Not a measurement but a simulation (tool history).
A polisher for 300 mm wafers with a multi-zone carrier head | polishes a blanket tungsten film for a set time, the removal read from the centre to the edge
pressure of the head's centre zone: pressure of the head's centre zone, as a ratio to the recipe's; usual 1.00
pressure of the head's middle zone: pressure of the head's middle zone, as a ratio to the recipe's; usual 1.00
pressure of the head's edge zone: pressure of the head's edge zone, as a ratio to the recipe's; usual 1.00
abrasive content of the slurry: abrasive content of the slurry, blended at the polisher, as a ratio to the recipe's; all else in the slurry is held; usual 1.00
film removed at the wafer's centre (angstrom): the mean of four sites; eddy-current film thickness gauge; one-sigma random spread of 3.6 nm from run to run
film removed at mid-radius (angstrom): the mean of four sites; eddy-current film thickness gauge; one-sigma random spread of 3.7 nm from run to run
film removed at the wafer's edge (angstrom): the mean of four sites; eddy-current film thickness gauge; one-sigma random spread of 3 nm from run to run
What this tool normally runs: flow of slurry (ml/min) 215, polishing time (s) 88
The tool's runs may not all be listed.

| run | hour | flow of slurry (ml/min) | pressure of the head's centre zone | pressure of the head's middle zone | pressure of the head's edge zone | abrasive content of the slurry | polishing time (s) | wafers since the last listed run | wafers polished on this pad | hours since the slurry nozzle was cleaned | hours since the centre zone pressure was calibrated | hours since the edge zone pressure was calibrated | hours since the carrier head's membrane was replaced | incoming thickness of the incoming film, nm | film removed at the wafer's centre (angstrom) | film removed at mid-radius (angstrom) | film removed at the wafer's edge (angstrom) |
|---|---|---|---|---|---|---|---|---|---|---|---|---|---|---|---|---|---|
| 1 | 0.0 | 215 | 1.00 | 1.00 | 1.00 | 1.00 | 88 | 0 | 265 | 1.0 | 1035.9 | 642.7 | 917.2 | 1130.7 | 2935 | 3049 | 2963 |
| 2 | 11.3 | 215 | 1.00 | 1.00 | 1.00 | 1.00 | 88 | 163 | 428 | 12.3 | 1047.2 | 654.0 | 928.5 | 1152.8 | 2859 | 2900 | 2911 |
|  | 13.4 | edge zone pressure recalibrated |
| 3 | 22.2 | 215 | 1.00 | 1.00 | 1.00 | 1.00 | 88 | 128 | 557 | 23.2 | 1058.1 | 8.8 | 939.4 | 1159.1 | 2875 | 2890 | 2927 |
| 4 | 30.7 | 145 | 1.00 | 1.11 | 1.00 | 1.15 | 70 | 122 | 680 | 31.7 | 1066.6 | 17.3 | 947.9 | 1141.3 | 2176 | 2437 | 2221 |
| 5 | 45.3 | 290 | 1.00 | 1.00 | 0.90 | 1.20 | 88 | 211 | 891 | 46.3 | 1081.2 | 31.9 | 962.5 | 1144.8 | 2987 | 3021 | 2871 |
| 6 | 56.2 | 170 | 1.00 | 1.00 | 1.00 | 1.00 | 119 | 157 | 1048 | 57.2 | 1092.1 | 42.8 | 973.4 | 1130.7 | 3540 | 3591 | 3701 |
|  | 67.3 | worn pad replaced by a new one |
| 7 | 67.8 | 215 | 1.00 | 1.00 | 1.07 | 1.00 | 97 | 109 | 7 | 68.8 | 1103.7 | 54.4 | 985.0 | 1145.5 | 3402 | 3442 | 3568 |
| 8 | 74.8 | 215 | 1.00 | 1.00 | 1.00 | 1.00 | 88 | 101 | 109 | 75.8 | 1110.7 | 61.4 | 992.0 | 1156.6 | 3026 | 3025 | 3059 |
| 9 | 81.6 | 215 | 1.00 | 1.00 | 1.05 | 1.00 | 88 | 98 | 207 | 82.6 | 1117.5 | 68.2 | 998.8 | 1158.5 | 2919 | 2987 | 3110 |
| 10 | 110.5 | 215 | 1.00 | 1.00 | 1.07 | 1.00 | 97 | 417 | 625 | 111.5 | 1146.4 | 97.1 | 1027.7 | 1145.7 | 3070 | 3167 | 3218 |
|  | 120.9 | centre zone pressure recalibrated |
| 11 | 123.0 | 275 | 0.91 | 1.00 | 1.00 | 1.00 | 97 | 151 | 776 | 124.0 | 2.1 | 109.6 | 1040.2 | 1145.5 | 2959 | 3221 | 3156 |
| 12 | 140.0 | 215 | 1.00 | 1.00 | 0.97 | 1.00 | 88 | 245 | 1022 | 141.0 | 19.1 | 126.6 | 1057.2 | 1140.6 | 2739 | 2753 | 2811 |
|  | 152.0 | carrier head's membrane replaced by a new one |
|  | 153.5 | worn pad replaced by a new one |
| 13 | 156.9 | 215 | 1.00 | 1.00 | 1.00 | 1.00 | 88 | 151 | 49 | 157.9 | 36.0 | 143.5 | 4.9 | 1146.3 | 2959 | 3011 | 2954 |
| 14 | 166.7 | 165 | 1.00 | 1.09 | 0.97 | 1.20 | 88 | 141 | 191 | 167.7 | 45.8 | 153.3 | 14.7 | 1158.4 | 2844 | 3215 | 2932 |
| 15 | 183.1 | 215 | 1.00 | 1.00 | 1.00 | 1.00 | 88 | 237 | 428 | 184.1 | 62.2 | 169.7 | 31.1 | 1145.0 | 2786 | 2824 | 2761 |
| 16 | 200.4 | 215 | 1.00 | 1.00 | 1.00 | 1.00 | 88 | 250 | 678 | 201.4 | 79.5 | 187.0 | 48.4 | 1147.2 | 2766 | 2749 | 2748 |
| 17 | 214.5 | 215 | 1.00 | 1.00 | 1.00 | 1.00 | 63 | 203 | 882 | 215.5 | 93.6 | 201.1 | 62.5 | 1174.9 | 1923 | 1991 | 1946 |
| 18 | 222.8 | 215 | 1.00 | 1.00 | 1.03 | 1.00 | 77 | 119 | 1002 | 223.8 | 101.9 | 209.4 | 70.8 | 1147.1 | 2318 | 2381 | 2438 |
| 19 | 239.6 | 215 | 1.00 | 1.00 | 1.00 | 1.00 | 88 | 242 | 1244 | 240.6 | 118.7 | 226.2 | 87.6 | 1132.0 | 2617 | 2617 | 2649 |
|  | 253.6 | worn pad replaced by a new one |
| 20 | 254.1 | 215 | 0.89 | 1.06 | 1.10 | 1.00 | 88 | 151 | 7 | 255.1 | 133.2 | 240.7 | 102.1 | 1156.2 | 2708 | 3162 | 3163 |
| 21 | 269.7 | 215 | 1.00 | 1.00 | 0.91 | 1.00 | 88 | 225 | 232 | 270.7 | 148.8 | 256.3 | 117.7 | 1154.1 | 2828 | 2912 | 2791 |
| 22 | 279.5 | 190 | 1.07 | 0.93 | 1.00 | 1.00 | 88 | 141 | 374 | 280.5 | 158.6 | 266.1 | 127.5 | 1132.9 | 2820 | 2541 | 2844 |

3 options for the next run, each taken on its own from the tool as it stands now. Forecast them:
| A | 279.9 | 215 | 1.00 | 1.00 | 1.00 | 1.00 | 88 | 5 | 380 | 280.9 | 159.0 | 266.5 | 127.9 | 1156.1 | ? | ? | ? |
| B | 279.9 | 215 | 1.00 | 0.95 | 1.00 | 1.00 | 88 | 5 | 380 | 280.9 | 159.0 | 266.5 | 127.9 | 1156.1 | ? | ? | ? |
| C | 279.9 | 215 | 0.88 | 0.93 | 0.91 | 1.00 | 88 | 5 | 380 | 280.9 | 159.0 | 266.5 | 127.9 | 1156.1 | ? | ? | ? |

| run | film removed at the wafer's centre (angstrom) | film removed at mid-radius (angstrom) | film removed at the wafer's edge (angstrom) |
|---|---|---|---|
| A | 2722 | 2819 | 2839 |
| B | 2721 | 2700 | 2841 |
| C | 2473 | 2654 | 2718 |
Stripped of hidden state, with their random variation kept, the same runs would have yielded:
| run | film removed at the wafer's centre (angstrom) | film removed at mid-radius (angstrom) | film removed at the wafer's edge (angstrom) |
|---|---|---|---|
| A | 3132 | 3219 | 3186 |
| B | 3131 | 3083 | 3189 |
| C | 2845 | 3031 | 3051 |

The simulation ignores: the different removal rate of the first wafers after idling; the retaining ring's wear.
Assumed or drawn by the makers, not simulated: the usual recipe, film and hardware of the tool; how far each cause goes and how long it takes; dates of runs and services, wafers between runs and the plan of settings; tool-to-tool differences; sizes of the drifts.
